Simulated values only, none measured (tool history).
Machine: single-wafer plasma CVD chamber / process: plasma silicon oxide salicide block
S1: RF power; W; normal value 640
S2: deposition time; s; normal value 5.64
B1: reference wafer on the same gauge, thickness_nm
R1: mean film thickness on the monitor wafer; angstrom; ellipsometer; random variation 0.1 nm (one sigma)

{"run": 1, "day": 0.0, "S1": 640, "S2": 5.64, "B1": 66.908, "R1": 545.43}
{"run": 2, "day": 0.312, "S1": 640, "S2": 5.64, "B1": 66.91, "R1": 546.66}
{"run": 3, "day": 0.775, "S1": 640, "S2": 5.64, "B1": 66.883, "R1": 548.13}
{"run": 4, "day": 1.379, "S1": 640, "S2": 5.64, "B1": 66.913, "R1": 545.16}
{"run": 5, "day": 1.921, "S1": 560, "S2": 5.64, "B1": 66.893, "R1": 516}
{"run": 6, "day": 2.208, "S1": 560, "S2": 5.64, "B1": 66.901, "R1": 515.79}
{"run": 7, "day": 2.554, "S1": 640, "S2": 5.64, "B1": 66.888, "R1": 544.22}
{"run": 8, "day": 3.196, "S1": 640, "S2": 5.64, "B1": 66.905, "R1": 543}
{"day": 3.654, "done": "gauge calibrated"}
{"run": 9, "day": 3.883, "S1": 640, "S2": 5.64, "B1": 66.858, "R1": 544.7}
{"run": 10, "day": 4.292, "S1": 740, "S2": 5.94, "B1": 66.885, "R1": 604.32}
{"day": 4.7, "done": "RF generator calibrated"}
{"run": 11, "day": 4.721, "S1": 640, "S2": 5.64, "B1": 66.933, "R1": 560.33}
{"run": 12, "day": 5.242, "S1": 575, "S2": 5.98, "B1": 66.862, "R1": 569.84}
{"day": 6.192, "done": "showerhead replaced"}
{"run": 13, "day": 6.212, "S1": 725, "S2": 5.94, "B1": 66.878, "R1": 621.18}
{"run": 14, "day": 6.525, "S1": 535, "S2": 5.22, "B1": 66.883, "R1": 480.2}
{"run": 15, "day": 6.933, "S1": 575, "S2": 5.64, "B1": 66.88, "R1": 536.74}
{"run": 16, "day": 7.629, "S1": 540, "S2": 5.64, "B1": 66.921, "R1": 521.82}
{"run": 17, "day": 8.25, "S1": 530, "S2": 5.11, "B1": 66.902, "R1": 467.74}
{"run": 18, "day": 8.783, "S1": 735, "S2": 4.61, "B1": 66.909, "R1": 482.71}
{"run": 19, "day": 9.371, "S1": 640, "S2": 5.64, "B1": 66.897, "R1": 560.32}

3 ways to go on from here, each from the tool as it stands after run 19. What would each give?
{"run": "A", "day": 9.388, "S1": 640, "S2": 5.64, "B1": "?", "R1": "?"}
{"run": "B", "day": 9.388, "S1": 640, "S2": 6.52, "B1": "?", "R1": "?"}
{"run": "C", "day": 9.388, "S1": 535, "S2": 5.08, "B1": "?", "R1": "?"}

run=A B1=66.851 R1=561.74
run=B B1=66.851 R1=649.38
run=C B1=66.851 R1=469.31
Had the tool no hidden state, the same runs would have come out as:
run=A R1=563.62
run=B R1=651.56
run=C R1=470.89
